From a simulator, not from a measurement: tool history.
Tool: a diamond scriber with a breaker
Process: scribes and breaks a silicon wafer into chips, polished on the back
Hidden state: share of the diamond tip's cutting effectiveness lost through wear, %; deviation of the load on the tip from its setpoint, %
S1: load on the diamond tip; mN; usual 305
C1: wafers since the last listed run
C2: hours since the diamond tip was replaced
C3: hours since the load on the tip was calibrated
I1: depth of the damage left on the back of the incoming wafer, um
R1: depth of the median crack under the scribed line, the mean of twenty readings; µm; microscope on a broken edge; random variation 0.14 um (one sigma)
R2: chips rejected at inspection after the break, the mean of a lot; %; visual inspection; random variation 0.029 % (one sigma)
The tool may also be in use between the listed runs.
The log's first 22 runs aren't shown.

| run | hour | S1 | C1 | C2 | C3 | I1 | R1 | R2 |
|---|---|---|---|---|---|---|---|---|
|  | 556.7 | load on the tip recalibrated |
| 23 | 567.8 | 373 | 23 | 1209.9 | 11.1 | 0.02 | 11.97 | 3.01 |
|  | 589 | diamond tip replaced by a new one |
| 24 | 589.5 | 376 | 39 | 0.5 | 32.8 | 0.01 | 14.66 | 2.65 |
| 25 | 624.8 | 364 | 71 | 35.8 | 68.1 | 0.02 | 13.99 | 1.99 |
| 26 | 654.6 | 254 | 60 | 65.6 | 97.9 | 0.02 | 12.14 | 3.14 |
| 27 | 671.4 | 231 | 33 | 82.4 | 114.7 | 0.05 | 11.46 | 6.5 |
| 28 | 734 | 234 | 126 | 145 | 177.3 | 0.04 | 11.36 | 6.66 |
| 29 | 766.1 | 249 | 64 | 177.1 | 209.4 | 0.03 | 11.7 | 4.8 |
| 30 | 790.1 | 250 | 48 | 201.1 | 233.4 | 0.02 | 11.65 | 4.97 |
| 31 | 819.9 | 383 | 60 | 230.9 | 263.2 | 0.05 | 14.17 | 1.72 |
| 32 | 835.9 | 343 | 32 | 246.9 | 279.2 | 0.03 | 13.59 | 0.54 |
| 33 | 898.9 | 263 | 126 | 309.9 | 342.2 | 0.01 | 11.69 | 4.31 |
| 34 | 915.4 | 305 | 33 | 326.4 | 358.7 | 0.04 | 12.46 | 1.17 |
| 35 | 930.2 | 305 | 29 | 341.2 | 373.5 | 0.04 | 12.37 | 1.37 |
| 36 | 964 | 305 | 68 | 375 | 407.3 | 0.02 | 12.39 | 1.32 |
| 37 | 989.2 | 227 | 50 | 400.2 | 432.5 | 0.04 | 10.81 | 9.71 |
| 38 | 1012.7 | 305 | 47 | 423.7 | 456 | 0.05 | 12.31 | 1.86 |

Forecast each of these 3 alternatives for the next run:
| A | 1013.3 | 305 | 1 | 424.3 | 456.6 | 0.03 | ? | ? |
| B | 1013.3 | 359 | 1 | 424.3 | 456.6 | 0.03 | ? | ? |
| C | 1013.3 | 372 | 1 | 424.3 | 456.6 | 0.03 | ? | ? |

| run | R1 | R2 |
|---|---|---|
| A | 12.45 | 1.82 |
| B | 13.46 | 0.49 |
| C | 13.69 | 0.66 |
Without the tool's hidden state the same runs would have given:
| run | R1 | R2 |
|---|---|---|
| A | 13.34 | 0.47 |
| B | 14.42 | 2.17 |
| C | 14.67 | 3.01 |
